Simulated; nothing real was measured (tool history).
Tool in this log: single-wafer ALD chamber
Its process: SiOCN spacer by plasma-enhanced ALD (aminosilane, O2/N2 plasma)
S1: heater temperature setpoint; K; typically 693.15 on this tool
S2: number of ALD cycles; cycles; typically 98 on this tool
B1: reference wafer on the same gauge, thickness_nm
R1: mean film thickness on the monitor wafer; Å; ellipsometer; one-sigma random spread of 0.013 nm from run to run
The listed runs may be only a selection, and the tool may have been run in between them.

{"run": 1, "hour": 0.0, "S1": 693.15, "S2": 88, "B1": 5.2, "R1": 46.95}
{"run": 2, "hour": 13.9, "S1": 693.15, "S2": 88, "B1": 5.198, "R1": 46.87}
{"run": 3, "hour": 26.7, "S1": 693.15, "S2": 98, "B1": 5.2, "R1": 51.93}
{"run": 4, "hour": 36.0, "S1": 693.15, "S2": 98, "B1": 5.2, "R1": 52.04}
{"run": 5, "hour": 50.7, "S1": 699.15, "S2": 86, "B1": 5.2, "R1": 44.56}
{"run": 6, "hour": 56.8, "S1": 693.15, "S2": 98, "B1": 5.201, "R1": 51.79}
{"run": 7, "hour": 71.0, "S1": 693.15, "S2": 98, "B1": 5.199, "R1": 52.09}
{"run": 8, "hour": 82.0, "S1": 693.15, "S2": 98, "B1": 5.197, "R1": 52.15}
{"run": 9, "hour": 88.9, "S1": 693.15, "S2": 98, "B1": 5.2, "R1": 51.76}
{"run": 10, "hour": 96.5, "S1": 693.15, "S2": 98, "B1": 5.199, "R1": 52.28}
{"run": 11, "hour": 110.2, "S1": 693.15, "S2": 98, "B1": 5.2, "R1": 52}
{"run": 12, "hour": 127.1, "S1": 693.15, "S2": 98, "B1": 5.202, "R1": 51.73}
{"run": 13, "hour": 141.9, "S1": 693.15, "S2": 98, "B1": 5.202, "R1": 51.91}
{"run": 14, "hour": 158.9, "S1": 693.15, "S2": 98, "B1": 5.198, "R1": 51.88}
{"run": 15, "hour": 171.9, "S1": 688.15, "S2": 89, "B1": 5.2, "R1": 47.9}
{"run": 16, "hour": 186.5, "S1": 688.15, "S2": 89, "B1": 5.2, "R1": 48.1}
{"run": 17, "hour": 200.8, "S1": 688.15, "S2": 89, "B1": 5.2, "R1": 47.97}
{"run": 18, "hour": 216.6, "S1": 693.15, "S2": 98, "B1": 5.199, "R1": 51.7}
{"run": 19, "hour": 224.7, "S1": 693.15, "S2": 112, "B1": 5.201, "R1": 59.17}
{"run": 20, "hour": 235.3, "S1": 693.15, "S2": 81, "B1": 5.2, "R1": 42.83}
{"hour": 248.7, "done": "gauge calibrated"}
{"run": 21, "hour": 274.0, "S1": 693.15, "S2": 98, "B1": 5.195, "R1": 51.69}
{"run": 22, "hour": 311.2, "S1": 701.15, "S2": 110, "B1": 5.201, "R1": 56.27}
{"run": 23, "hour": 322.7, "S1": 703.15, "S2": 81, "B1": 5.201, "R1": 41.23}
{"run": 24, "hour": 335.4, "S1": 706.15, "S2": 98, "B1": 5.202, "R1": 49.4}
{"run": 25, "hour": 342.9, "S1": 686.15, "S2": 104, "B1": 5.201, "R1": 56.31}
{"hour": 362.2, "done": "thermocouple changed; heater temperature recalibrated"}
{"run": 26, "hour": 362.7, "S1": 693.15, "S2": 110, "B1": 5.202, "R1": 58.68}
{"run": 27, "hour": 369.1, "S1": 693.15, "S2": 98, "B1": 5.201, "R1": 52.26}
{"run": 28, "hour": 385.1, "S1": 687.15, "S2": 105, "B1": 5.2, "R1": 57.28}
{"run": 29, "hour": 392.5, "S1": 693.15, "S2": 98, "B1": 5.199, "R1": 52.35}
{"run": 30, "hour": 409.4, "S1": 693.15, "S2": 98, "B1": 5.199, "R1": 52.55}
{"run": 31, "hour": 424.0, "S1": 678.15, "S2": 87, "B1": 5.202, "R1": 49.1}
{"run": 32, "hour": 434.7, "S1": 693.15, "S2": 83, "B1": 5.199, "R1": 44.4}
{"run": 33, "hour": 447.8, "S1": 693.15, "S2": 98, "B1": 5.2, "R1": 52.27}
{"run": 34, "hour": 464.9, "S1": 680.15, "S2": 98, "B1": 5.2, "R1": 54.99}
{"run": 35, "hour": 478.7, "S1": 698.15, "S2": 92, "B1": 5.2, "R1": 48.1}

Forecast each of these 3 alternatives for the next run:
{"run": "A", "hour": 479.3, "S1": 693.15, "S2": 103, "B1": "?", "R1": "?"}
{"run": "B", "hour": 479.3, "S1": 686.15, "S2": 103, "B1": "?", "R1": "?"}
{"run": "C", "hour": 479.3, "S1": 684.15, "S2": 114, "B1": "?", "R1": "?"}

run=A B1=5.196 R1=54.69
run=B B1=5.196 R1=56.08
run=C B1=5.196 R1=62.51
What these runs would have given with no unlogged condition in the tool:
run=A R1=54.83
run=B R1=56.23
run=C R1=62.67

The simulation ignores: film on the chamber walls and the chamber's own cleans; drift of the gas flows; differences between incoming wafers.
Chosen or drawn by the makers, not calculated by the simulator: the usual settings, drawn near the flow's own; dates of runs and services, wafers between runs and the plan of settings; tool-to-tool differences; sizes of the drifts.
